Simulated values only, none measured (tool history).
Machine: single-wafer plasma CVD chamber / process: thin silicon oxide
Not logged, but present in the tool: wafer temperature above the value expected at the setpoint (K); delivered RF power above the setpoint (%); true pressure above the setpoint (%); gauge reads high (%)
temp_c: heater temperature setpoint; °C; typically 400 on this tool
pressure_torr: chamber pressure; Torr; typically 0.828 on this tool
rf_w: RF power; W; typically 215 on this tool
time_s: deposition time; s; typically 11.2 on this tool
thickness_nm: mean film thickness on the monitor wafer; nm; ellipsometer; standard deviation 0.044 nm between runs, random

| run | day | temp_c | pressure_torr | rf_w | time_s | wafers since the last listed run | hours since the last thermocouple change | hours since the last RF generator calibration | hours since the last manometer calibration | hours since the showerhead was replaced | hours since the gauge calibration | read-back reference wafer on the same gauge, thickness_nm | thickness_nm |
|---|---|---|---|---|---|---|---|---|---|---|---|---|---|
| 1 | 0 | 400 | 0.828 | 235 | 11.2 | 0 | 304.7 | 271.3 | 544.4 | 3084 | 518.4 | 16.917 | 17.579 |
| 2 | 2.296 | 400 | 0.828 | 235 | 11.2 | 1261 | 359.8 | 326.4 | 599.5 | 3139.1 | 573.5 | 16.892 | 17.554 |
| 3 | 4.238 | 400 | 0.828 | 235 | 11.2 | 1066 | 406.4 | 373 | 646.1 | 3185.7 | 620.1 | 16.898 | 17.611 |
|  | 6.442 | gauge calibrated |
| 4 | 7.096 | 400 | 0.828 | 215 | 11.2 | 1570 | 475 | 441.6 | 714.7 | 3254.3 | 15.7 | 16.889 | 16.879 |
| 5 | 8.742 | 400 | 0.828 | 215 | 11.2 | 904 | 514.5 | 481.1 | 754.2 | 3293.8 | 55.2 | 16.907 | 16.789 |
| 6 | 11.275 | 400 | 0.828 | 215 | 11.2 | 1392 | 575.3 | 541.9 | 815 | 3354.6 | 116 | 16.902 | 16.822 |
| 7 | 13.021 | 400 | 0.828 | 215 | 11.2 | 959 | 617.2 | 583.8 | 856.9 | 3396.5 | 157.9 | 16.913 | 16.825 |
| 8 | 14.412 | 400 | 0.828 | 215 | 10.2 | 764 | 650.6 | 617.2 | 890.3 | 3429.9 | 191.3 | 16.895 | 15.287 |
| 9 | 16.821 | 400 | 0.828 | 215 | 10.2 | 1323 | 708.4 | 675 | 948.1 | 3487.7 | 249.1 | 16.894 | 15.272 |
| 10 | 19.396 | 400 | 0.828 | 215 | 10.2 | 1414 | 770.2 | 736.8 | 1009.9 | 3549.5 | 310.9 | 16.892 | 15.27 |
| 11 | 20.762 | 400 | 0.828 | 215 | 12.2 | 750 | 803 | 769.6 | 1042.7 | 3582.3 | 343.7 | 16.912 | 18.219 |
|  | 23.104 | thermocouple changed; heater temperature recalibrated |
|  | 23.158 | showerhead replaced |
| 12 | 23.179 | 400 | 0.828 | 215 | 12.2 | 1115 | 1.8 | 827.6 | 1100.7 | 0.5 | 401.7 | 16.907 | 18.242 |
| 13 | 25.65 | 400 | 0.638 | 215 | 12.1 | 1357 | 61.1 | 886.9 | 1160 | 59.8 | 461 | 16.903 | 13.802 |
| 14 | 28.075 | 400 | 0.644 | 215 | 11.9 | 1332 | 119.3 | 945.1 | 1218.2 | 118 | 519.2 | 16.894 | 13.705 |
| 15 | 29.171 | 400 | 0.947 | 215 | 10.2 | 602 | 145.6 | 971.4 | 1244.5 | 144.3 | 545.5 | 16.905 | 17.144 |
| 16 | 32.162 | 400 | 0.704 | 215 | 11.2 | 1643 | 217.4 | 1043.2 | 1316.3 | 216.1 | 617.3 | 16.902 | 14.149 |
| 17 | 33.708 | 400 | 0.828 | 215 | 11.2 | 849 | 254.5 | 1080.3 | 1353.4 | 253.2 | 654.4 | 16.896 | 16.692 |
| 18 | 34.904 | 408 | 0.828 | 215 | 11.8 | 657 | 283.2 | 1109 | 1382.1 | 281.9 | 683.1 | 16.912 | 17.492 |
| 19 | 36.429 | 400 | 0.828 | 215 | 11.2 | 837 | 319.8 | 1145.6 | 1418.7 | 318.5 | 719.7 | 16.898 | 16.653 |
|  | 37.238 | gauge calibrated |
|  | 38.104 | RF generator calibrated |
|  | 39.462 | capacitance manometer re-zeroed and calibrated |
| 20 | 44.533 | 395 | 0.726 | 255 | 10.4 | 4086 | 514.3 | 154.3 | 121.7 | 513 | 175.1 | 16.898 | 15.023 |
| 21 | 46.204 | 389 | 0.828 | 190 | 11.2 | 918 | 554.4 | 194.4 | 161.8 | 553.1 | 215.2 | 16.902 | 15.944 |
| 22 | 48.15 | 400 | 1.034 | 240 | 11.2 | 1069 | 601.1 | 241.1 | 208.5 | 599.8 | 261.9 | 16.897 | 21.343 |
| 23 | 49.3 | 400 | 0.76 | 215 | 11.2 | 631 | 628.7 | 268.7 | 236.1 | 627.4 | 289.5 | 16.895 | 15.541 |
| 24 | 53.042 | 400 | 0.95 | 215 | 11.2 | 2055 | 718.5 | 358.5 | 325.9 | 717.2 | 379.3 | 16.899 | 19.049 |

Hidden state at the last listed run before each entry between runs and at the first one after, where it differs:
From run 3 to run 4: gauge calibrated (day 6.442)
  delivered RF power above the setpoint (%): -1.37 -> -1.56
  measured result minus the result with no hidden state, thickness_nm: -0.119 -> -0.129 nm
From run 11 to run 12: thermocouple changed; heater temperature recalibrated (day 23.104); showerhead replaced (day 23.158)
  delivered RF power above the setpoint (%): -2.47 -> -2.63
  measured result minus the result with no hidden state, thickness_nm: -0.229 -> -0.246 nm
From run 19 to run 20: gauge calibrated (day 37.238); RF generator calibrated (day 38.104); capacitance manometer re-zeroed and calibrated (day 39.462)
  delivered RF power above the setpoint (%): -3.52 -> -0.789
  measured result minus the result with no hidden state, thickness_nm: -0.304 -> -0.054 nm
